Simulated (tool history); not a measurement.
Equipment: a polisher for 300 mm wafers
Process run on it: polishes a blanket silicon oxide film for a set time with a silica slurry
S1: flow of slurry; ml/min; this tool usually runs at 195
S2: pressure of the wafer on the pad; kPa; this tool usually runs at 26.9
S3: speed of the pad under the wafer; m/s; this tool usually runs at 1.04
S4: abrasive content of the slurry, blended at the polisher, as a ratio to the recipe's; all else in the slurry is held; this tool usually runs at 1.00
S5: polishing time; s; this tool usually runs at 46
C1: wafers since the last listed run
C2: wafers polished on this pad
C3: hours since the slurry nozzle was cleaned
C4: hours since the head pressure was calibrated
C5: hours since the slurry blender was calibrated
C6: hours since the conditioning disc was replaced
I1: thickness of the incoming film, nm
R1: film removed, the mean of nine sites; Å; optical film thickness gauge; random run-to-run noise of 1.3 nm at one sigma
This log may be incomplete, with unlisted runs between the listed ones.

{"run": 1, "hour": 0.0, "S1": 195, "S2": 26.9, "S3": 1.04, "S4": 1.0, "S5": 46, "C1": 0, "C2": 2664, "C3": 615.5, "C4": 406.2, "C5": 529.6, "C6": 114.3, "I1": 1149.4, "R1": 1015}
{"run": 2, "hour": 73.2, "S1": 195, "S2": 26.9, "S3": 1.04, "S4": 1.0, "S5": 46, "C1": 526, "C2": 3190, "C3": 688.7, "C4": 479.4, "C5": 602.8, "C6": 187.5, "I1": 1160.2, "R1": 979}
{"hour": 91.0, "done": "slurry nozzle cleaned"}
{"run": 3, "hour": 180.7, "S1": 170, "S2": 26.9, "S3": 1.04, "S4": 1.0, "S5": 57, "C1": 765, "C2": 3956, "C3": 89.7, "C4": 586.9, "C5": 710.3, "C6": 295.0, "I1": 1135.3, "R1": 1158}
{"hour": 259.6, "done": "slurry blender recalibrated"}
{"hour": 312.2, "done": "worn pad replaced by a new one"}
{"run": 4, "hour": 316.3, "S1": 195, "S2": 26.9, "S3": 0.9, "S4": 0.9, "S5": 34, "C1": 931, "C2": 29, "C3": 225.3, "C4": 722.5, "C5": 56.7, "C6": 430.6, "I1": 1153.6, "R1": 559}
{"run": 5, "hour": 391.7, "S1": 195, "S2": 26.9, "S3": 1.04, "S4": 1.0, "S5": 46, "C1": 542, "C2": 571, "C3": 300.7, "C4": 797.9, "C5": 132.1, "C6": 506.0, "I1": 1162.3, "R1": 894}
{"run": 6, "hour": 485.0, "S1": 130, "S2": 26.9, "S3": 1.04, "S4": 1.0, "S5": 39, "C1": 670, "C2": 1242, "C3": 394.0, "C4": 891.2, "C5": 225.4, "C6": 599.3, "I1": 1150.0, "R1": 715}
{"hour": 508.9, "done": "conditioning disc replaced and pad reconditioned"}
{"run": 7, "hour": 572.1, "S1": 195, "S2": 26.9, "S3": 1.04, "S4": 1.0, "S5": 46, "C1": 611, "C2": 1854, "C3": 481.1, "C4": 978.3, "C5": 312.5, "C6": 63.2, "I1": 1181.6, "R1": 972}
{"run": 8, "hour": 621.2, "S1": 245, "S2": 34.5, "S3": 1.04, "S4": 0.75, "S5": 53, "C1": 353, "C2": 2207, "C3": 530.2, "C4": 1027.4, "C5": 361.6, "C6": 112.3, "I1": 1165.2, "R1": 1174}
{"run": 9, "hour": 685.4, "S1": 195, "S2": 26.9, "S3": 1.04, "S4": 1.25, "S5": 58, "C1": 461, "C2": 2669, "C3": 594.4, "C4": 1091.6, "C5": 425.8, "C6": 176.5, "I1": 1172.3, "R1": 1300}
{"run": 10, "hour": 743.4, "S1": 230, "S2": 26.9, "S3": 1.04, "S4": 1.0, "S5": 36, "C1": 417, "C2": 3086, "C3": 652.4, "C4": 1149.6, "C5": 483.8, "C6": 234.5, "I1": 1164.6, "R1": 722}
{"hour": 754.9, "done": "head pressure recalibrated"}
{"run": 11, "hour": 828.8, "S1": 195, "S2": 26.9, "S3": 0.9, "S4": 1.0, "S5": 40, "C1": 599, "C2": 3685, "C3": 737.8, "C4": 73.9, "C5": 569.2, "C6": 319.9, "I1": 1152.4, "R1": 749}
{"hour": 833.6, "done": "slurry nozzle cleaned"}
{"run": 12, "hour": 880.6, "S1": 135, "S2": 21.4, "S3": 1.22, "S4": 1.0, "S5": 52, "C1": 365, "C2": 4050, "C3": 47.0, "C4": 125.7, "C5": 621.0, "C6": 371.7, "I1": 1166.9, "R1": 924}
{"run": 13, "hour": 981.2, "S1": 195, "S2": 26.9, "S3": 1.04, "S4": 1.0, "S5": 46, "C1": 723, "C2": 4774, "C3": 147.6, "C4": 226.3, "C5": 721.6, "C6": 472.3, "I1": 1168.9, "R1": 932}
{"hour": 1018.7, "done": "worn pad replaced by a new one"}
{"hour": 1023.2, "done": "slurry blender recalibrated"}
{"run": 14, "hour": 1062.1, "S1": 195, "S2": 26.9, "S3": 1.04, "S4": 1.25, "S5": 58, "C1": 538, "C2": 297, "C3": 228.5, "C4": 307.2, "C5": 38.9, "C6": 553.2, "I1": 1153.0, "R1": 1316}
{"run": 15, "hour": 1126.9, "S1": 230, "S2": 26.9, "S3": 0.74, "S4": 1.0, "S5": 46, "C1": 465, "C2": 763, "C3": 293.3, "C4": 372.0, "C5": 103.7, "C6": 618.0, "I1": 1168.4, "R1": 725}
{"run": 16, "hour": 1185.6, "S1": 195, "S2": 20.0, "S3": 1.04, "S4": 1.0, "S5": 46, "C1": 422, "C2": 1185, "C3": 352.0, "C4": 430.7, "C5": 162.4, "C6": 676.7, "I1": 1151.8, "R1": 698}
{"run": 17, "hour": 1226.4, "S1": 195, "S2": 26.9, "S3": 1.04, "S4": 1.0, "S5": 46, "C1": 293, "C2": 1478, "C3": 392.8, "C4": 471.5, "C5": 203.2, "C6": 717.5, "I1": 1152.4, "R1": 897}
{"hour": 1288.8, "done": "conditioning disc replaced and pad reconditioned"}
{"run": 18, "hour": 1471.9, "S1": 195, "S2": 26.9, "S3": 1.04, "S4": 1.25, "S5": 58, "C1": 1750, "C2": 3229, "C3": 638.3, "C4": 717.0, "C5": 448.7, "C6": 183.1, "I1": 1169.8, "R1": 1297}
{"run": 19, "hour": 1519.7, "S1": 230, "S2": 26.9, "S3": 1.04, "S4": 1.0, "S5": 46, "C1": 343, "C2": 3573, "C3": 686.1, "C4": 764.8, "C5": 496.5, "C6": 230.9, "I1": 1154.7, "R1": 955}
{"run": 20, "hour": 1597.8, "S1": 195, "S2": 20.0, "S3": 1.26, "S4": 1.15, "S5": 46, "C1": 561, "C2": 4134, "C3": 764.2, "C4": 842.9, "C5": 574.6, "C6": 309.0, "I1": 1159.0, "R1": 839}
{"hour": 1617.9, "done": "slurry nozzle cleaned"}
{"hour": 1669.3, "done": "worn pad replaced by a new one"}
{"run": 21, "hour": 1704.0, "S1": 195, "S2": 26.9, "S3": 1.04, "S4": 0.85, "S5": 58, "C1": 727, "C2": 249, "C3": 86.1, "C4": 949.1, "C5": 680.8, "C6": 415.2, "I1": 1158.7, "R1": 1003}
{"hour": 1773.2, "done": "head pressure recalibrated"}
{"hour": 1784.0, "done": "slurry blender recalibrated"}
{"run": 22, "hour": 1793.5, "S1": 195, "S2": 26.9, "S3": 1.04, "S4": 1.0, "S5": 46, "C1": 614, "C2": 864, "C3": 175.6, "C4": 20.3, "C5": 9.5, "C6": 504.7, "I1": 1147.4, "R1": 950}
{"run": 23, "hour": 1901.4, "S1": 195, "S2": 34.5, "S3": 1.04, "S4": 1.0, "S5": 46, "C1": 775, "C2": 1639, "C3": 283.5, "C4": 128.2, "C5": 117.4, "C6": 612.6, "I1": 1169.3, "R1": 1203}
{"hour": 1964.8, "done": "conditioning disc replaced and pad reconditioned"}
{"run": 24, "hour": 1988.2, "S1": 195, "S2": 26.9, "S3": 1.04, "S4": 0.85, "S5": 58, "C1": 609, "C2": 2249, "C3": 370.3, "C4": 215.0, "C5": 204.2, "C6": 23.4, "I1": 1175.4, "R1": 1186}

Consider 5 possible next runs. They are alternatives, not a sequence: every one starts from the tool as it was left by run 24. What does each give?
{"run": "A", "hour": 1988.6, "S1": 195, "S2": 26.9, "S3": 1.04, "S4": 1.0, "S5": 57, "C1": 2, "C2": 2252, "C3": 370.7, "C4": 215.4, "C5": 204.6, "C6": 23.8, "I1": 1149.1, "R1": "?"}
{"run": "B", "hour": 1988.6, "S1": 195, "S2": 26.9, "S3": 1.04, "S4": 1.0, "S5": 41, "C1": 2, "C2": 2252, "C3": 370.7, "C4": 215.4, "C5": 204.6, "C6": 23.8, "I1": 1149.1, "R1": "?"}
{"run": "C", "hour": 1988.6, "S1": 195, "S2": 26.9, "S3": 0.82, "S4": 1.0, "S5": 46, "C1": 2, "C2": 2252, "C3": 370.7, "C4": 215.4, "C5": 204.6, "C6": 23.8, "I1": 1149.1, "R1": "?"}
{"run": "D", "hour": 1988.6, "S1": 195, "S2": 26.9, "S3": 1.18, "S4": 1.0, "S5": 46, "C1": 2, "C2": 2252, "C3": 370.7, "C4": 215.4, "C5": 204.6, "C6": 23.8, "I1": 1149.1, "R1": "?"}
{"run": "E", "hour": 1988.6, "S1": 195, "S2": 26.9, "S3": 1.04, "S4": 0.8, "S5": 59, "C1": 2, "C2": 2252, "C3": 370.7, "C4": 215.4, "C5": 204.6, "C6": 23.8, "I1": 1149.1, "R1": "?"}

run=A R1=1294
run=B R1=930
run=C R1=868
run=D R1=1151
run=E R1=1159
Stripped of hidden state, with their random variation kept, the same runs would have yielded:
run=A R1=1367
run=B R1=984
run=C R1=912
run=D R1=1221
run=E R1=1225

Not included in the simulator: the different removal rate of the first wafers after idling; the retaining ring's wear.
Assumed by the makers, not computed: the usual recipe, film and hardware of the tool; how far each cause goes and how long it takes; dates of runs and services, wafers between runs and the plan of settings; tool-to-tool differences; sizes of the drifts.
